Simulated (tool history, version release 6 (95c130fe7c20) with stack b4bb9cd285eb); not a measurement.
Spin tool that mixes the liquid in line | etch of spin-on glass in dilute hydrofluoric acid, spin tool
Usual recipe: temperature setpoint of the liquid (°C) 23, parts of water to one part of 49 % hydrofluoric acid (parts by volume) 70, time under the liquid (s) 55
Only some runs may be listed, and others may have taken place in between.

| run | hour | temperature setpoint of the liquid (°C) | parts of water to one part of 49 % hydrofluoric acid (parts by volume) | time under the liquid (s) | read-back film thickness of the spin-on glass reference wafer, read on the same gauge (nm) | thickness taken off the spin-on glass on a monitor wafer (angstrom) |
|---|---|---|---|---|---|---|
| 1 | 0 | 23 | 70 | 55 | 120.02 | 558.5 |
| 2 | 16.2 | 23 | 70 | 55 | 119.98 | 558.8 |
| 3 | 32.6 | 23 | 70 | 55 | 119.99 | 556.8 |
| 4 | 62.6 | 23 | 70 | 55 | 120.03 | 553.5 |
| 5 | 127.9 | 23 | 70 | 55 | 120 | 554.2 |
| 6 | 163.2 | 23 | 70 | 55 | 120 | 553 |
| 7 | 191.9 | 23 | 70 | 55 | 120 | 551.6 |
| 8 | 220.3 | 23 | 70 | 55 | 119.99 | 556.8 |
| 9 | 237 | 23 | 70 | 55 | 120.01 | 550.6 |
| 10 | 253.9 | 23 | 70 | 55 | 120.01 | 551.1 |
| 11 | 287.6 | 23 | 70 | 55 | 119.98 | 547.5 |
| 12 | 322.9 | 25.5 | 70 | 55 | 119.99 | 604.3 |
| 13 | 337.4 | 25.5 | 70 | 55 | 120.01 | 605.7 |
| 14 | 372.8 | 25.5 | 70 | 55 | 120.01 | 606.3 |
| 15 | 395.8 | 23 | 50 | 55 | 119.98 | 782.3 |
| 16 | 422.6 | 23 | 70 | 55 | 120.01 | 545.1 |
| 17 | 446.8 | 23 | 70 | 55 | 120.01 | 541.8 |
| 18 | 462.7 | 25.5 | 70 | 55 | 119.99 | 603.8 |
| 19 | 475.4 | 21 | 85 | 80 | 120.02 | 591.1 |
| 20 | 490.8 | 23 | 45 | 55 | 120 | 886.4 |
| 21 | 503.6 | 24.5 | 55 | 25 | 120 | 343.2 |
| 22 | 528.4 | 23 | 35 | 65 | 119.99 | 1359.2 |
| 23 | 547.7 | 25 | 50 | 55 | 120 | 851.2 |
| 24 | 563.9 | 23 | 70 | 30 | 120 | 297.2 |
| 25 | 579.7 | 19 | 50 | 45 | 120 | 540 |
| 26 | 613.9 | 23 | 70 | 55 | 120.01 | 497.2 |
| 27 | 645.9 | 27.5 | 70 | 55 | 120.01 | 595.3 |
| 28 | 748.6 | 26.5 | 55 | 55 | 120.01 | 885.9 |
| 29 | 766 | 23 | 70 | 55 | 119.99 | 598.4 |
| 30 | 781.9 | 28 | 45 | 35 | 119.99 | 744.4 |
| 31 | 807 | 23 | 70 | 55 | 120 | 599.8 |
| 32 | 821.1 | 20 | 70 | 30 | 120.01 | 286.4 |
| 33 | 848.3 | 23 | 70 | 55 | 120.01 | 597 |
| 34 | 881.4 | 25 | 60 | 45 | 119.99 | 619.7 |

Withheld: 4 entries from between the runs. Position of each, and hidden state at the listed run before versus the listed run after:
After run 25, before run 26: thermometer replaced (hour 586.2); hydrofluoric acid flow meter replaced (hour 594.9)
  hydrofluoric acid flow below the setpoint (%): 8.67 -> 15.3
  difference, measured minus the result without the unlogged condition, thickness taken off the spin-on glass on a monitor wafer (angstrom): -54.6 -> -99.2
After run 27, before run 28: gauge calibrated (hour 658.7); hydrofluoric acid flow meter replaced, repeated, since the last time left the tool worse (hour 709.8)
  hydrofluoric acid flow below the setpoint (%): 15.4 -> 0.679
  difference, measured minus the result without the unlogged condition, thickness taken off the spin-on glass on a monitor wafer (angstrom): -120.9 -> -6.6
